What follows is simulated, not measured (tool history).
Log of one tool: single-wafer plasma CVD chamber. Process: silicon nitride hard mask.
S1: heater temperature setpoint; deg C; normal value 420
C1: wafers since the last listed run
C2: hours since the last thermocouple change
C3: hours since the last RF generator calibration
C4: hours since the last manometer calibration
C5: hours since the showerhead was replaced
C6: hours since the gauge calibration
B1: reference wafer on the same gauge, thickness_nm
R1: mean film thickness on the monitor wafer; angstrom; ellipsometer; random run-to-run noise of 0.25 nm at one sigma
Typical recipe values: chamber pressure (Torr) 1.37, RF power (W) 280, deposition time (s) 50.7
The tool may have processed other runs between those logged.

run 1 hour=0 | S1=420 chamber_pressure_(Torr)=1.37 RF_power_(W)=280 deposition_time_(s)=50.7 | C1=0 C2=1373 C3=524.6 C4=1212.9 C5=3442.2 C6=461.6 | B1=62.33 | R1=525.8
run 2 hour=34.8 | S1=420 chamber_pressure_(Torr)=1.37 RF_power_(W)=280 deposition_time_(s)=50.7 | C1=467 C2=1407.8 C3=559.4 C4=1247.7 C5=3477 C6=496.4 | B1=62.322 | R1=529.27
run 3 hour=58.1 | S1=420 chamber_pressure_(Torr)=1.37 RF_power_(W)=280 deposition_time_(s)=50.7 | C1=313 C2=1431.1 C3=582.7 C4=1271 C5=3500.3 C6=519.7 | B1=62.337 | R1=529.24
run 4 hour=74.4 | S1=420 chamber_pressure_(Torr)=1.37 RF_power_(W)=280 deposition_time_(s)=50.7 | C1=219 C2=1447.4 C3=599 C4=1287.3 C5=3516.6 C6=536 | B1=62.276 | R1=528.6
run 5 hour=109.4 | S1=420 chamber_pressure_(Torr)=1.37 RF_power_(W)=280 deposition_time_(s)=50.7 | C1=470 C2=1482.4 C3=634 C4=1322.3 C5=3551.6 C6=571 | B1=62.287 | R1=526.09
run 6 hour=125.4 | S1=430 chamber_pressure_(Torr)=1.63 RF_power_(W)=280 deposition_time_(s)=50.7 | C1=215 C2=1498.4 C3=650 C4=1338.3 C5=3567.6 C6=587 | B1=62.245 | R1=560.66
-- hour=141.7 capacitance manometer re-zeroed and calibrated
run 7 hour=144.1 | S1=430 chamber_pressure_(Torr)=1.63 RF_power_(W)=280 deposition_time_(s)=50.7 | C1=143 C2=1517.1 C3=668.7 C4=2.4 C5=3586.3 C6=605.7 | B1=62.379 | R1=581.82
run 8 hour=165.3 | S1=420 chamber_pressure_(Torr)=1.37 RF_power_(W)=320 deposition_time_(s)=50.7 | C1=284 C2=1538.3 C3=689.9 C4=23.6 C5=3607.5 C6=626.9 | B1=62.276 | R1=597.51
-- hour=183.4 gauge calibrated
run 9 hour=197.9 | S1=420 chamber_pressure_(Torr)=1.37 RF_power_(W)=280 deposition_time_(s)=50.7 | C1=438 C2=1570.9 C3=722.5 C4=56.2 C5=3640.1 C6=14.5 | B1=62.298 | R1=548.95
run 10 hour=228.3 | S1=420 chamber_pressure_(Torr)=1.37 RF_power_(W)=280 deposition_time_(s)=50.7 | C1=408 C2=1601.3 C3=752.9 C4=86.6 C5=3670.5 C6=44.9 | B1=62.267 | R1=543.83
run 11 hour=241.6 | S1=420 chamber_pressure_(Torr)=1.37 RF_power_(W)=280 deposition_time_(s)=50.7 | C1=178 C2=1614.6 C3=766.2 C4=99.9 C5=3683.8 C6=58.2 | B1=62.272 | R1=546.3
run 12 hour=277.5 | S1=410 chamber_pressure_(Torr)=1.28 RF_power_(W)=325 deposition_time_(s)=50.7 | C1=482 C2=1650.5 C3=802.1 C4=135.8 C5=3719.7 C6=94.1 | B1=62.355 | R1=595.61
run 13 hour=300.4 | S1=420 chamber_pressure_(Torr)=1.37 RF_power_(W)=280 deposition_time_(s)=50.7 | C1=307 C2=1673.4 C3=825 C4=158.7 C5=3742.6 C6=117 | B1=62.173 | R1=541.81
-- hour=325.4 showerhead replaced
run 14 hour=325.9 | S1=420 chamber_pressure_(Torr)=1.37 RF_power_(W)=280 deposition_time_(s)=42.4 | C1=235 C2=1698.9 C3=850.5 C4=184.2 C5=0.5 C6=142.5 | B1=62.202 | R1=453.95
run 15 hour=337.5 | S1=413 chamber_pressure_(Torr)=1.27 RF_power_(W)=310 deposition_time_(s)=59.7 | C1=155 C2=1710.5 C3=862.1 C4=195.8 C5=12.1 C6=154.1 | B1=62.334 | R1=668.63
run 16 hour=369.9 | S1=420 chamber_pressure_(Torr)=1.37 RF_power_(W)=280 deposition_time_(s)=47.2 | C1=435 C2=1742.9 C3=894.5 C4=228.2 C5=44.5 C6=186.5 | B1=62.259 | R1=505.91
run 17 hour=392.2 | S1=420 chamber_pressure_(Torr)=1.37 RF_power_(W)=280 deposition_time_(s)=42.5 | C1=299 C2=1765.2 C3=916.8 C4=250.5 C5=66.8 C6=208.8 | B1=62.285 | R1=451.13
-- hour=413.2 RF generator calibrated
run 18 hour=418.5 | S1=430 chamber_pressure_(Torr)=1.2 RF_power_(W)=250 deposition_time_(s)=55.4 | C1=245 C2=1791.5 C3=5.3 C4=276.8 C5=93.1 C6=235.1 | B1=62.25 | R1=504.98
-- hour=439.2 thermocouple changed; heater temperature recalibrated
run 19 hour=443.2 | S1=410 chamber_pressure_(Torr)=1.37 RF_power_(W)=280 deposition_time_(s)=50.7 | C1=224 C2=4 C3=30 C4=301.5 C5=117.8 C6=259.8 | B1=62.277 | R1=543.39
run 20 hour=459.1 | S1=424 chamber_pressure_(Torr)=1.37 RF_power_(W)=300 deposition_time_(s)=54.7 | C1=213 C2=19.9 C3=45.9 C4=317.4 C5=133.7 C6=275.7 | B1=62.329 | R1=611.68
run 21 hour=483.4 | S1=430 chamber_pressure_(Torr)=1.28 RF_power_(W)=325 deposition_time_(s)=54.8 | C1=326 C2=44.2 C3=70.2 C4=341.7 C5=158 C6=300 | B1=62.392 | R1=628.99
run 22 hour=506.1 | S1=413 chamber_pressure_(Torr)=1.04 RF_power_(W)=300 deposition_time_(s)=59.2 | C1=305 C2=66.9 C3=92.9 C4=364.4 C5=180.7 C6=322.7 | B1=62.349 | R1=575.09
run 23 hour=522.4 | S1=420 chamber_pressure_(Torr)=1.37 RF_power_(W)=280 deposition_time_(s)=50.7 | C1=219 C2=83.2 C3=109.2 C4=380.7 C5=197 C6=339 | B1=62.365 | R1=539.97
run 24 hour=585.6 | S1=420 chamber_pressure_(Torr)=1.15 RF_power_(W)=280 deposition_time_(s)=58.6 | C1=849 C2=146.4 C3=172.4 C4=443.9 C5=260.2 C6=402.2 | B1=62.204 | R1=570.91
run 25 hour=616.3 | S1=432 chamber_pressure_(Torr)=1.19 RF_power_(W)=265 deposition_time_(s)=40.7 | C1=412 C2=177.1 C3=203.1 C4=474.6 C5=290.9 C6=432.9 | B1=62.292 | R1=388.7
run 26 hour=645.2 | S1=420 chamber_pressure_(Torr)=1.37 RF_power_(W)=280 deposition_time_(s)=50.7 | C1=388 C2=206 C3=232 C4=503.5 C5=319.8 C6=461.8 | B1=62.377 | R1=540.59
run 27 hour=660.1 | S1=427 chamber_pressure_(Torr)=1.22 RF_power_(W)=330 deposition_time_(s)=45.6 | C1=200 C2=220.9 C3=246.9 C4=518.4 C5=334.7 C6=476.7 | B1=62.191 | R1=517.69
run 28 hour=695.7 | S1=429 chamber_pressure_(Torr)=1.37 RF_power_(W)=300 deposition_time_(s)=50.7 | C1=478 C2=256.5 C3=282.5 C4=554 C5=370.3 C6=512.3 | B1=62.404 | R1=564.36

For run 29, what comes out?
run 29 hour=718 | S1=420 chamber_pressure_(Torr)=1.37 RF_power_(W)=280 deposition_time_(s)=50.7 | C1=299 C2=278.8 C3=304.8 C4=576.3 C5=392.6 C6=534.6 | B1=? | R1=?

B1: 62.236
R1: 538.31 angstrom
The same run, on a tool lacking any hidden state, would have yielded R1 543.53 angstrom.

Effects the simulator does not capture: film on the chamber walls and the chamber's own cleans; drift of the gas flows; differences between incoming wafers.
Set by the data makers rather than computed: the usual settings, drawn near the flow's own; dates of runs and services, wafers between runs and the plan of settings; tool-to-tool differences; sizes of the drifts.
